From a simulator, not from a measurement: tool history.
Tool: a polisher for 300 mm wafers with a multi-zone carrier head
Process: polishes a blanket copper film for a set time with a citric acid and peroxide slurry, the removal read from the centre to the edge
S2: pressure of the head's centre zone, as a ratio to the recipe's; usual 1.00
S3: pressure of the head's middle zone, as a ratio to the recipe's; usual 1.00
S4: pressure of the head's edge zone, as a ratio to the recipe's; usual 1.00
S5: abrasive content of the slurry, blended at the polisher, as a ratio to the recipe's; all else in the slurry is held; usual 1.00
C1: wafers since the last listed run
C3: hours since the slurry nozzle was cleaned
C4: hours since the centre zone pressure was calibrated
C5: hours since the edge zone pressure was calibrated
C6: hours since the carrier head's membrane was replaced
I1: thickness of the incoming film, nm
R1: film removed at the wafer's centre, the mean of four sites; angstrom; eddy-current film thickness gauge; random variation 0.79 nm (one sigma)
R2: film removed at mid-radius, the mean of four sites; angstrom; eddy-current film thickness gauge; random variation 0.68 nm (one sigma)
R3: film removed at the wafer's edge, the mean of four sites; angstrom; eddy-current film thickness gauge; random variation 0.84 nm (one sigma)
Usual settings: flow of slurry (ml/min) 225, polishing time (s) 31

Run 1, hour 0.0: usual settings; C1 0; wafers polished on this pad 921; C3 0.5; C4 1003.3; C5 291.2; C6 1419.2; I1 597.4. Result: R1 616 angstrom, R2 624 angstrom, R3 617 angstrom.
Run 2, hour 11.7: usual settings; C1 93; wafers polished on this pad 1014; C3 12.2; C4 1015.0; C5 302.9; C6 1430.9; I1 605.8. Result: R1 609 angstrom, R2 633 angstrom, R3 617 angstrom.
At hour 20.2: centre zone pressure recalibrated.
Run 3, hour 20.9: usual settings; C1 57; wafers polished on this pad 1072; C3 21.4; C4 0.7; C5 312.1; C6 1440.1; I1 603.3. Result: R1 619 angstrom, R2 627 angstrom, R3 617 angstrom.
At hour 29.2: worn pad replaced by a new one.
Run 4, hour 34.5: usual settings but flow of slurry (ml/min) 150, S2 1.11; C1 76; wafers polished on this pad 42; C3 35.0; C4 14.3; C5 325.7; C6 1453.7; I1 590.6. Result: R1 651 angstrom, R2 593 angstrom, R3 603 angstrom.
At hour 46.9: carrier head's membrane replaced by a new one.
Run 5, hour 47.4: usual settings but S5 0.90; C1 63; wafers polished on this pad 106; C3 47.9; C4 27.2; C5 338.6; C6 0.5; I1 604.6. Result: R1 601 angstrom, R2 614 angstrom, R3 594 angstrom.
Run 6, hour 53.9: usual settings but flow of slurry (ml/min) 170, S4 0.94, S5 0.90; C1 52; wafers polished on this pad 158; C3 54.4; C4 33.7; C5 345.1; C6 7.0; I1 601.5. Result: R1 580 angstrom, R2 600 angstrom, R3 581 angstrom.
Run 7, hour 69.9: usual settings but S2 1.04, polishing time (s) 39; C1 128; wafers polished on this pad 286; C3 70.4; C4 49.7; C5 361.1; C6 23.0; I1 595.3. Result: R1 799 angstrom, R2 783 angstrom, R3 774 angstrom.
At hour 77.8: edge zone pressure recalibrated.
Run 8, hour 78.7: usual settings but flow of slurry (ml/min) 160, S2 1.07, S5 0.75; C1 54; wafers polished on this pad 340; C3 79.2; C4 58.5; C5 0.9; C6 31.8; I1 596.1. Result: R1 601 angstrom, R2 571 angstrom, R3 581 angstrom.
Run 9, hour 87.0: usual settings but S4 0.93, polishing time (s) 22; C1 66; wafers polished on this pad 407; C3 87.5; C4 66.8; C5 9.2; C6 40.1; I1 597.5. Result: R1 430 angstrom, R2 451 angstrom, R3 421 angstrom.
Run 10, hour 93.6: usual settings but flow of slurry (ml/min) 265, S4 0.89; C1 52; wafers polished on this pad 460; C3 94.1; C4 73.4; C5 15.8; C6 46.7; I1 592.2. Result: R1 618 angstrom, R2 638 angstrom, R3 600 angstrom.
Run 11, hour 111.2: usual settings but S5 1.05; C1 140; wafers polished on this pad 601; C3 111.7; C4 91.0; C5 33.4; C6 64.3; I1 608.9. Result: R1 612 angstrom, R2 636 angstrom, R3 626 angstrom.
Run 12, hour 122.5: usual settings but polishing time (s) 28; C1 90; wafers polished on this pad 691; C3 123.0; C4 102.3; C5 44.7; C6 75.6; I1 603.6. Result: R1 562 angstrom, R2 568 angstrom, R3 556 angstrom.
Run 13, hour 137.1: usual settings but S5 0.85; C1 116; wafers polished on this pad 808; C3 137.6; C4 116.9; C5 59.3; C6 90.2; I1 604.8. Result: R1 604 angstrom, R2 610 angstrom, R3 615 angstrom.
Run 14, hour 151.3: usual settings but flow of slurry (ml/min) 300, S5 1.25, polishing time (s) 42; C1 113; wafers polished on this pad 922; C3 151.8; C4 131.1; C5 73.5; C6 104.4; I1 601.4. Result: R1 891 angstrom, R2 892 angstrom, R3 886 angstrom.
Run 15, hour 165.8: usual settings but S2 0.92; C1 116; wafers polished on this pad 1038; C3 166.3; C4 145.6; C5 88.0; C6 118.9; I1 610.8. Result: R1 578 angstrom, R2 627 angstrom, R3 610 angstrom.
At hour 170.8: worn pad replaced by a new one.
Run 16, hour 178.2: usual settings; C1 67; wafers polished on this pad 59; C3 178.7; C4 158.0; C5 100.4; C6 131.3; I1 595.0. Result: R1 617 angstrom, R2 627 angstrom, R3 628 angstrom.
Run 17, hour 188.5: usual settings; C1 82; wafers polished on this pad 142; C3 189.0; C4 168.3; C5 110.7; C6 141.6; I1 589.8. Result: R1 609 angstrom, R2 631 angstrom, R3 622 angstrom.
Run 18, hour 197.1: usual settings but S2 1.06, S5 0.85; C1 68; wafers polished on this pad 210; C3 197.6; C4 176.9; C5 119.3; C6 150.2; I1 610.4. Result: R1 645 angstrom, R2 613 angstrom, R3 613 angstrom.
Run 19, hour 213.1: usual settings but flow of slurry (ml/min) 270, S2 1.07, S3 0.91, S4 0.97; C1 128; wafers polished on this pad 339; C3 213.6; C4 192.9; C5 135.3; C6 166.2; I1 608.9. Result: R1 682 angstrom, R2 588 angstrom, R3 619 angstrom.
Run 20, hour 220.8: usual settings; C1 61; wafers polished on this pad 400; C3 221.3; C4 200.6; C5 143.0; C6 173.9; I1 599.1. Result: R1 611 angstrom, R2 632 angstrom, R3 613 angstrom.
Run 21, hour 229.0: usual settings but polishing time (s) 23; C1 65; wafers polished on this pad 466; C3 229.5; C4 208.8; C5 151.2; C6 182.1; I1 602.2. Result: R1 449 angstrom, R2 469 angstrom, R3 460 angstrom.
Run 22, hour 253.6: usual settings; C1 197; wafers polished on this pad 663; C3 254.1; C4 233.4; C5 175.8; C6 206.7; I1 609.3. Result: R1 613 angstrom, R2 626 angstrom, R3 615 angstrom.

Forecast each of these 4 alternatives for the next run:
Run A, hour 254.0: usual settings; C1 3; wafers polished on this pad 666; C3 254.5; C4 233.8; C5 176.2; C6 207.1; I1 603.2. Result: R1 ?, R2 ?, R3 ?.
Run B, hour 254.0: usual settings but flow of slurry (ml/min) 290, S4 0.91, S5 0.85; C1 3; wafers polished on this pad 666; C3 254.5; C4 233.8; C5 176.2; C6 207.1; I1 603.2. Result: R1 ?, R2 ?, R3 ?.
Run C, hour 254.0: usual settings but S3 1.11, S4 0.96; C1 3; wafers polished on this pad 666; C3 254.5; C4 233.8; C5 176.2; C6 207.1; I1 603.2. Result: R1 ?, R2 ?, R3 ?.
Run D, hour 254.0: usual settings but flow of slurry (ml/min) 300, S3 0.89, S4 1.11; C1 3; wafers polished on this pad 666; C3 254.5; C4 233.8; C5 176.2; C6 207.1; I1 603.2. Result: R1 ?, R2 ?, R3 ?.

run   R1   R2   R3
  A  615  615  633
  B  618  616  608
  C  615  672  622
  D  635  574  676
Without the tool's hidden state the same runs would have given:
run   R1   R2   R3
  A  615  615  633
  B  618  616  608
  C  615  672  622
  D  635  574  676
